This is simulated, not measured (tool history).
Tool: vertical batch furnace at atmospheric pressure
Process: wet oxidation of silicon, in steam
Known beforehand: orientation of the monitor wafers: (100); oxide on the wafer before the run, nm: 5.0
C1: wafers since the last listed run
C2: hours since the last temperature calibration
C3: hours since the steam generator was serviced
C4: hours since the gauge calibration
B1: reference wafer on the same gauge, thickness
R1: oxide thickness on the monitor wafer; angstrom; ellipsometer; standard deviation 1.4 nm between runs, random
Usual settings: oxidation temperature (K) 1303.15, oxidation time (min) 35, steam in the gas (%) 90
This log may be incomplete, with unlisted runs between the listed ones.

run 1 hour=0 | oxidation_temperature_(K)=1303.15 oxidation_time_(min)=35 steam_in_the_gas_(%)=96 | C1=0 C2=3077.6 C3=927.8 C4=903.1 | B1=312.17 | R1=3748
-- hour=14.8 gauge calibrated
run 2 hour=47.9 | oxidation_temperature_(K)=1303.15 oxidation_time_(min)=35 steam_in_the_gas_(%)=90 | C1=405 C2=3125.5 C3=975.7 C4=33.1 | B1=306.91 | R1=3515.6
run 3 hour=152.2 | oxidation_temperature_(K)=1303.15 oxidation_time_(min)=35 steam_in_the_gas_(%)=90 | C1=882 C2=3229.8 C3=1080 C4=137.4 | B1=308.82 | R1=3529.8
run 4 hour=232.1 | oxidation_temperature_(K)=1285.15 oxidation_time_(min)=39.5 steam_in_the_gas_(%)=90 | C1=675 C2=3309.7 C3=1159.9 C4=217.3 | B1=310.06 | R1=3385.2
run 5 hour=337.6 | oxidation_temperature_(K)=1285.15 oxidation_time_(min)=39.5 steam_in_the_gas_(%)=90 | C1=892 C2=3415.2 C3=1265.4 C4=322.8 | B1=311.62 | R1=3399.2
run 6 hour=440.7 | oxidation_temperature_(K)=1303.15 oxidation_time_(min)=35 steam_in_the_gas_(%)=90 | C1=871 C2=3518.3 C3=1368.5 C4=425.9 | B1=312.67 | R1=3573.7
run 7 hour=513.4 | oxidation_temperature_(K)=1303.15 oxidation_time_(min)=35 steam_in_the_gas_(%)=90 | C1=614 C2=3591 C3=1441.2 C4=498.6 | B1=312.96 | R1=3577.7
run 8 hour=585 | oxidation_temperature_(K)=1303.15 oxidation_time_(min)=35 steam_in_the_gas_(%)=90 | C1=605 C2=3662.6 C3=1512.8 C4=570.2 | B1=313.45 | R1=3588.3
run 9 hour=641.3 | oxidation_temperature_(K)=1303.15 oxidation_time_(min)=35 steam_in_the_gas_(%)=90 | C1=476 C2=3718.9 C3=1569.1 C4=626.5 | B1=313.77 | R1=3586.4
run 10 hour=693.4 | oxidation_temperature_(K)=1303.15 oxidation_time_(min)=35 steam_in_the_gas_(%)=97 | C1=440 C2=3771 C3=1621.2 C4=678.6 | B1=313.28 | R1=3772.2
run 11 hour=749.2 | oxidation_temperature_(K)=1303.15 oxidation_time_(min)=35 steam_in_the_gas_(%)=97 | C1=471 C2=3826.8 C3=1677 C4=734.4 | B1=313.79 | R1=3792.2
run 12 hour=816 | oxidation_temperature_(K)=1303.15 oxidation_time_(min)=35 steam_in_the_gas_(%)=97 | C1=564 C2=3893.6 C3=1743.8 C4=801.2 | B1=314.26 | R1=3778.6
run 13 hour=863.5 | oxidation_temperature_(K)=1303.15 oxidation_time_(min)=35 steam_in_the_gas_(%)=90 | C1=401 C2=3941.1 C3=1791.3 C4=848.7 | B1=314.28 | R1=3597.3
-- hour=975.3 thermocouples replaced and temperature profile calibrated
run 14 hour=975.8 | oxidation_temperature_(K)=1303.15 oxidation_time_(min)=35 steam_in_the_gas_(%)=85 | C1=746 C2=0.5 C3=1903.6 C4=961 | B1=314.41 | R1=3438.2
run 15 hour=1061.3 | oxidation_temperature_(K)=1303.15 oxidation_time_(min)=24.5 steam_in_the_gas_(%)=97 | C1=723 C2=86 C3=1989.1 C4=1046.5 | B1=315.18 | R1=2972.5
-- hour=1096.9 gauge calibrated
run 16 hour=1102.3 | oxidation_temperature_(K)=1282.15 oxidation_time_(min)=35 steam_in_the_gas_(%)=90 | C1=346 C2=127 C3=2030.1 C4=5.4 | B1=306.24 | R1=3007.6
run 17 hour=1204 | oxidation_temperature_(K)=1303.15 oxidation_time_(min)=35 steam_in_the_gas_(%)=90 | C1=860 C2=228.7 C3=2131.8 C4=107.1 | B1=308.58 | R1=3531.9
run 18 hour=1294.6 | oxidation_temperature_(K)=1325.15 oxidation_time_(min)=46.5 steam_in_the_gas_(%)=90 | C1=766 C2=319.3 C3=2222.4 C4=197.7 | B1=310.62 | R1=4857.7
-- hour=1361.4 steam generator serviced
run 19 hour=1393.9 | oxidation_temperature_(K)=1303.15 oxidation_time_(min)=35 steam_in_the_gas_(%)=90 | C1=636 C2=418.6 C3=32.5 C4=297 | B1=312.13 | R1=3557.6
run 20 hour=1476.8 | oxidation_temperature_(K)=1288.15 oxidation_time_(min)=35 steam_in_the_gas_(%)=90 | C1=701 C2=501.5 C3=115.4 C4=379.9 | B1=312.71 | R1=3195.9
run 21 hour=1570.8 | oxidation_temperature_(K)=1317.15 oxidation_time_(min)=47.5 steam_in_the_gas_(%)=87 | C1=794 C2=595.5 C3=209.4 C4=473.9 | B1=313.61 | R1=4682.8
run 22 hour=1608.6 | oxidation_temperature_(K)=1303.15 oxidation_time_(min)=35 steam_in_the_gas_(%)=90 | C1=319 C2=633.3 C3=247.2 C4=511.7 | B1=313.95 | R1=3576.6
run 23 hour=1655.8 | oxidation_temperature_(K)=1290.15 oxidation_time_(min)=35 steam_in_the_gas_(%)=90 | C1=399 C2=680.5 C3=294.4 C4=558.9 | B1=313.98 | R1=3247.8
run 24 hour=1719.2 | oxidation_temperature_(K)=1326.15 oxidation_time_(min)=35 steam_in_the_gas_(%)=90 | C1=536 C2=743.9 C3=357.8 C4=622.3 | B1=314.2 | R1=4187.2
run 25 hour=1766.5 | oxidation_temperature_(K)=1279.15 oxidation_time_(min)=24.5 steam_in_the_gas_(%)=97 | C1=400 C2=791.2 C3=405.1 C4=669.6 | B1=314.48 | R1=2461.3

Entry by entry between the runs, the difference in hidden state between the last listed run before and the first listed run after:
In the gap between runs 1 and 2: gauge calibrated (hour 14.8)
  gauge reads high (%): 2.38 -> 0.553
  the result without the hidden state subtracted from the measured one, R1: +87.2 -> +19.4 angstrom
In the gap between runs 13 and 14: thermocouples replaced and temperature profile calibrated (hour 975.3)
  gauge reads high (%): 3.06 -> 3.13
  the result without the hidden state subtracted from the measured one, R1: +106.8 -> +104.5 angstrom
In the gap between runs 15 and 16: gauge calibrated (hour 1096.9)
  gauge reads high (%): 3.18 -> 0.564
  the result without the hidden state subtracted from the measured one, R1: +91.6 -> +16.9 angstrom
In the gap between runs 18 and 19: steam generator serviced (hour 1361.4)
  gauge reads high (%): 1.82 -> 2.25
  the result without the hidden state subtracted from the measured one, R1: +86.9 -> +78.3 angstrom
